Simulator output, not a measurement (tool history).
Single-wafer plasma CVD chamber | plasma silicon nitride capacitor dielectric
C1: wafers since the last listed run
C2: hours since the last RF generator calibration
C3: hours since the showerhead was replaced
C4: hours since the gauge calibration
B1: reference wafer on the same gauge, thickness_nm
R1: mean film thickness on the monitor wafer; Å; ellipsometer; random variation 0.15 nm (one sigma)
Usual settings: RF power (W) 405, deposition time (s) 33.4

run 1 day=0.000 | RF_power_(W)=405 deposition_time_(s)=33.4 | C1=0 C2=2139.1 C3=5416.4 C4=349.4 | B1=49.288 | R1=463.49
run 2 day=1.496 | RF_power_(W)=405 deposition_time_(s)=33.4 | C1=800 C2=2175.0 C3=5452.3 C4=385.3 | B1=49.255 | R1=465.94
run 3 day=2.683 | RF_power_(W)=405 deposition_time_(s)=33.4 | C1=635 C2=2203.5 C3=5480.8 C4=413.8 | B1=49.245 | R1=466.30
run 4 day=4.038 | RF_power_(W)=405 deposition_time_(s)=33.4 | C1=724 C2=2236.0 C3=5513.3 C4=446.3 | B1=49.337 | R1=469.79
run 5 day=5.346 | RF_power_(W)=405 deposition_time_(s)=33.4 | C1=700 C2=2267.4 C3=5544.7 C4=477.7 | B1=49.367 | R1=464.62
run 6 day=6.196 | RF_power_(W)=405 deposition_time_(s)=33.4 | C1=454 C2=2287.8 C3=5565.1 C4=498.1 | B1=49.321 | R1=466.44
run 7 day=7.092 | RF_power_(W)=405 deposition_time_(s)=33.4 | C1=479 C2=2309.3 C3=5586.6 C4=519.6 | B1=49.319 | R1=463.83
run 8 day=8.442 | RF_power_(W)=405 deposition_time_(s)=33.4 | C1=722 C2=2341.7 C3=5619.0 C4=552.0 | B1=49.341 | R1=467.23
run 9 day=9.183 | RF_power_(W)=405 deposition_time_(s)=33.4 | C1=396 C2=2359.5 C3=5636.8 C4=569.8 | B1=49.346 | R1=464.43
run 10 day=9.942 | RF_power_(W)=405 deposition_time_(s)=38.2 | C1=405 C2=2377.7 C3=5655.0 C4=588.0 | B1=49.253 | R1=531.05
run 11 day=11.171 | RF_power_(W)=405 deposition_time_(s)=36.8 | C1=657 C2=2407.2 C3=5684.5 C4=617.5 | B1=49.321 | R1=512.19
run 12 day=11.883 | RF_power_(W)=405 deposition_time_(s)=36.8 | C1=381 C2=2424.3 C3=5701.6 C4=634.6 | B1=49.320 | R1=509.82
run 13 day=13.154 | RF_power_(W)=405 deposition_time_(s)=36.8 | C1=679 C2=2454.8 C3=5732.1 C4=665.1 | B1=49.359 | R1=512.50
run 14 day=14.054 | RF_power_(W)=405 deposition_time_(s)=33.4 | C1=481 C2=2476.4 C3=5753.7 C4=686.7 | B1=49.330 | R1=464.82
run 15 day=14.638 | RF_power_(W)=405 deposition_time_(s)=29.2 | C1=312 C2=2490.4 C3=5767.7 C4=700.7 | B1=49.339 | R1=406.40
run 16 day=16.096 | RF_power_(W)=405 deposition_time_(s)=33.4 | C1=780 C2=2525.4 C3=5802.7 C4=735.7 | B1=49.367 | R1=462.51
run 17 day=17.288 | RF_power_(W)=405 deposition_time_(s)=33.4 | C1=637 C2=2554.0 C3=5831.3 C4=764.3 | B1=49.202 | R1=461.81
run 18 day=18.108 | RF_power_(W)=405 deposition_time_(s)=33.4 | C1=439 C2=2573.7 C3=5851.0 C4=784.0 | B1=49.290 | R1=461.23
run 19 day=18.796 | RF_power_(W)=405 deposition_time_(s)=37.8 | C1=367 C2=2590.2 C3=5867.5 C4=800.5 | B1=49.369 | R1=518.93
run 20 day=19.321 | RF_power_(W)=430 deposition_time_(s)=27.0 | C1=280 C2=2602.8 C3=5880.1 C4=813.1 | B1=49.258 | R1=381.16
run 21 day=20.338 | RF_power_(W)=455 deposition_time_(s)=35.6 | C1=543 C2=2627.2 C3=5904.5 C4=837.5 | B1=49.317 | R1=513.54
-- day=21.404 showerhead replaced, of another model than before
-- day=22.179 RF generator calibrated
run 22 day=24.546 | RF_power_(W)=375 deposition_time_(s)=39.3 | C1=1895 C2=56.8 C3=75.4 C4=938.5 | B1=49.259 | R1=529.69
run 23 day=25.596 | RF_power_(W)=450 deposition_time_(s)=29.0 | C1=561 C2=82.0 C3=100.6 C4=963.7 | B1=49.298 | R1=442.71
run 24 day=26.617 | RF_power_(W)=405 deposition_time_(s)=33.4 | C1=546 C2=106.5 C3=125.1 C4=988.2 | B1=49.386 | R1=477.10
-- day=26.817 gauge calibrated
run 25 day=27.708 | RF_power_(W)=405 deposition_time_(s)=33.4 | C1=584 C2=132.7 C3=151.3 C4=21.4 | B1=49.340 | R1=474.11
run 26 day=28.996 | RF_power_(W)=350 deposition_time_(s)=38.1 | C1=688 C2=163.6 C3=182.2 C4=52.3 | B1=49.230 | R1=480.40
run 27 day=30.217 | RF_power_(W)=450 deposition_time_(s)=31.0 | C1=653 C2=192.9 C3=211.5 C4=81.6 | B1=49.320 | R1=471.56
run 28 day=32.279 | RF_power_(W)=405 deposition_time_(s)=37.7 | C1=1103 C2=242.4 C3=261.0 C4=131.1 | B1=49.315 | R1=534.85
run 29 day=33.442 | RF_power_(W)=405 deposition_time_(s)=33.4 | C1=622 C2=270.3 C3=288.9 C4=159.0 | B1=49.391 | R1=475.14
run 30 day=36.221 | RF_power_(W)=385 deposition_time_(s)=35.8 | C1=1487 C2=337.0 C3=355.6 C4=225.7 | B1=49.394 | R1=489.34
run 31 day=37.633 | RF_power_(W)=325 deposition_time_(s)=37.2 | C1=755 C2=370.9 C3=389.5 C4=259.6 | B1=49.291 | R1=437.20
run 32 day=38.958 | RF_power_(W)=405 deposition_time_(s)=33.4 | C1=708 C2=402.7 C3=421.3 C4=291.4 | B1=49.259 | R1=474.74
run 33 day=40.367 | RF_power_(W)=425 deposition_time_(s)=29.1 | C1=753 C2=436.5 C3=455.1 C4=325.2 | B1=49.266 | R1=426.77
run 34 day=41.096 | RF_power_(W)=430 deposition_time_(s)=38.0 | C1=390 C2=454.0 C3=472.6 C4=342.7 | B1=49.268 | R1=563.95
run 35 day=42.588 | RF_power_(W)=355 deposition_time_(s)=31.2 | C1=798 C2=489.8 C3=508.4 C4=378.5 | B1=49.378 | R1=400.45
run 36 day=43.400 | RF_power_(W)=405 deposition_time_(s)=33.4 | C1=434 C2=509.3 C3=527.9 C4=398.0 | B1=49.261 | R1=476.97
run 37 day=45.267 | RF_power_(W)=405 deposition_time_(s)=28.3 | C1=998 C2=554.1 C3=572.7 C4=442.8 | B1=49.372 | R1=401.61
run 38 day=48.346 | RF_power_(W)=405 deposition_time_(s)=33.4 | C1=1647 C2=628.0 C3=646.6 C4=516.7 | B1=49.255 | R1=470.97
run 39 day=48.921 | RF_power_(W)=405 deposition_time_(s)=33.4 | C1=307 C2=641.8 C3=660.4 C4=530.5 | B1=49.298 | R1=473.76

Forecast each of these 3 alternatives for the next run:
run A day=48.938 | RF_power_(W)=470 deposition_time_(s)=33.4 | C1=8 C2=642.2 C3=660.8 C4=530.9 | B1=? | R1=?
run B day=48.938 | RF_power_(W)=370 deposition_time_(s)=37.6 | C1=8 C2=642.2 C3=660.8 C4=530.9 | B1=? | R1=?
run C day=48.938 | RF_power_(W)=360 deposition_time_(s)=30.4 | C1=8 C2=642.2 C3=660.8 C4=530.9 | B1=? | R1=?

run=A B1=49.288 R1=520.77
run=B B1=49.288 R1=497.22
run=C B1=49.288 R1=392.95
Without the tool's hidden state the same runs would have given:
run=A R1=527.69
run=B R1=503.83
run=C R1=398.17
